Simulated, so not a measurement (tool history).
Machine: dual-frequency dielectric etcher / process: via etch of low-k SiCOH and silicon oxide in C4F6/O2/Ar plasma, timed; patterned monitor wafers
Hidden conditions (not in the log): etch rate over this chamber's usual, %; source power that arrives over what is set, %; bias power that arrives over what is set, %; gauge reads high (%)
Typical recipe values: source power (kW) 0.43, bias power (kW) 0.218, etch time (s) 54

run     day  source power (kW)  bias power (kW)  etch time (s)  wafers since the last listed run  hours since the last wet clean  hours since the last source power generator calibration  hours since the last bias power generator calibration  hours since the last upper electrode change  hours since the gauge calibration  read-back reference wafer on the same gauge, depth_nm  mean etch depth across the wafer (angstrom)
  1       0               0.43            0.218             54                                 0                           184.4                                                   2139.9                                                 1923.6                                       3164.5                             2199.8                                                  177.9                                         1580
  2   3.496               0.43            0.195             54                               873                           268.3                                                   2223.8                                                 2007.5                                       3248.4                             2283.7                                                  178.3                                         1536
  3   7.712               0.43            0.196             54                              1053                           369.5                                                     2325                                                 2108.7                                       3349.6                             2384.9                                                  178.3                                         1569
  4    10.7               0.43            0.196             54                               746                           441.2                                                   2396.7                                                 2180.4                                       3421.3                             2456.6                                                    178                                         1561
     15.362  -- wet clean of the chamber
  5  15.383               0.43            0.218             61                               920                             0.5                                                   2509.1                                                 2292.8                                       3533.7                               2569                                                  177.9                                         1752
  6  18.992               0.43            0.218             54                               901                            87.1                                                   2595.7                                                 2379.4                                       3620.3                             2655.6                                                  177.6                                         1562
  7  22.646               0.43            0.218           59.5                               912                           174.8                                                   2683.4                                                 2467.1                                         3708                             2743.3                                                  178.4                                         1734
     24.646  -- gauge calibrated
  8  26.925               0.43            0.218           59.5                              1069                           277.5                                                   2786.1                                                 2569.8                                       3810.7                               54.7                                                  178.1                                         1757
  9  28.779               0.43            0.218             54                               463                             322                                                   2830.6                                                 2614.3                                       3855.2                               99.2                                                  177.9                                         1587
     29.954  -- upper electrode replaced, of another model than before
 10  32.325               0.43            0.169             54                               635                           407.1                                                   2915.7                                                 2699.4                                         56.9                              184.3                                                  177.7                                         1534
 11  34.888               0.43            0.218             54                               640                           468.6                                                   2977.2                                                 2760.9                                        118.4                              245.8                                                  177.7                                         1603
 12  36.762               0.33            0.181             49                               468                           513.6                                                   3022.2                                                 2805.9                                        163.4                              290.8                                                    178                                         1248
       39.1  -- source power generator calibrated
 13   40.05               0.43            0.218           63.5                               779                           592.5                                                     22.8                                                 2884.8                                        242.3                              369.7                                                  177.9                                         1889
     41.983  -- wet clean of the chamber
 14  42.867               0.43            0.203             63                               453                            21.2                                                     90.4                                                 2952.4                                        309.9                              437.3                                                  177.9                                         1818
 15  46.346               0.43            0.164           65.5                               869                           104.7                                                    173.9                                                 3035.9                                        393.4                              520.8                                                    178                                         1838
 16  48.408               0.33            0.181             49                               515                           154.2                                                    223.4                                                 3085.4                                        442.9                              570.3                                                    178                                         1212
       49.1  -- bias power generator calibrated
 17  52.225               0.43            0.165             54                               911                           245.8                                                      315                                                     75                                        534.5                              661.9                                                  178.1                                         1530
 18  56.146               0.43            0.218             54                               979                           339.9                                                    409.1                                                  169.1                                        628.6                                756                                                  178.4                                         1607
 19  58.546               0.43            0.218             54                               599                           397.5                                                    466.7                                                  226.7                                        686.2                              813.6                                                  177.7                                         1606
 20    61.5               0.38            0.218           63.5                               737                           468.4                                                    537.6                                                  297.6                                        757.1                              884.5                                                  178.1                                         1794
 21  63.562               0.38            0.182           69.5                               515                           517.9                                                    587.1                                                  347.1                                        806.6                                934                                                  178.7                                         1907
     64.729  -- wet clean of the chamber
 22  66.804               0.34            0.174             45                               560                            49.8                                                    664.9                                                  424.9                                        884.4                             1011.8                                                  177.8                                         1132
 23  68.625               0.36             0.24             54                               454                            93.5                                                    708.6                                                  468.6                                        928.1                             1055.5                                                  177.8                                         1464
 24  70.221               0.37             0.18             60                               398                           131.8                                                    746.9                                                  506.9                                        966.4                             1093.8                                                  177.5                                         1575

Expected results for the next run?
 25  73.896               0.54            0.204           42.5                               918                             220                                                    835.1                                                  595.1                                       1054.6                               1182                                                      ?                                            ?

{"run 25": {"read-back reference wafer on the same gauge, depth_nm": 178.1, "mean etch depth across the wafer (angstrom)": 1397}}
Had the tool carried no hidden state, the very same run would have given mean etch depth across the wafer (angstrom) 1377.
